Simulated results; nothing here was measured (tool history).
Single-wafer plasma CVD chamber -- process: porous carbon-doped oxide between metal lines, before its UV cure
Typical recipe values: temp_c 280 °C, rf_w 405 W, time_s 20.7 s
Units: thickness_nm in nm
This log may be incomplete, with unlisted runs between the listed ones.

run     day  temp_c  rf_w  time_s  read-back reference wafer on the same gauge, thickness_nm  thickness_nm
  1   0.000     285   430    20.7                                                    118.994       112.399
  2   0.729     285   430    20.7                                                    119.084       112.110
  3   1.125     285   430    20.7                                                    118.927       112.025
  4   1.392     280   405    20.7                                                    118.952       110.794
  5   1.938     280   405    20.7                                                    119.014       110.670
  6   2.258     280   405    20.7                                                    118.963       111.160
  7   2.642     280   405    20.7                                                    118.950       110.957
  8   3.300     280   405    23.7                                                    119.000       126.953
  9   3.958     280   405    23.7                                                    119.000       126.627
 10   4.658     280   405    20.7                                                    118.987       111.228
 11   5.267     280   405    20.7                                                    119.056       110.640
 12   5.567     280   405    20.7                                                    119.048       111.193
 13   6.529     289   375    17.0                                                    118.960        81.841
 14   7.692     287   435    22.4                                                    118.911       120.455
 15   8.400     274   365    17.1                                                    118.986        89.521
 16   9.054     270   360    17.1                                                    119.057        90.816
 17   9.775     280   405    19.2                                                    118.999       103.520
 18  10.342     280   405    22.3                                                    119.029       119.368
 19  10.942     269   405    20.7                                                    119.017       119.322
 20  11.671     276   405    20.7                                                    119.022       113.764
 21  11.983     280   405    20.7                                                    119.045       110.631
 22  12.412     286   405    20.7                                                    118.988       106.965

Between the runs listed above, the log contained 4 entries, not reproduced here. Where in the sequence does each belong, and how does what the log doesn't record of the tool's condition differ from the listed run before to the listed run after?
Run 9 -> run 10: showerhead replaced (day 4.300)
  the hidden state is the same at both runs
Run 10 -> run 11: RF generator calibrated (day 5.221)
  the hidden state is the same at both runs
Run 12 -> run 13: thermocouple changed; heater temperature recalibrated (day 6.508)
  the hidden state is the same at both runs
Run 13 -> run 14: gauge calibrated (day 6.738)
  the hidden state is the same at both runs
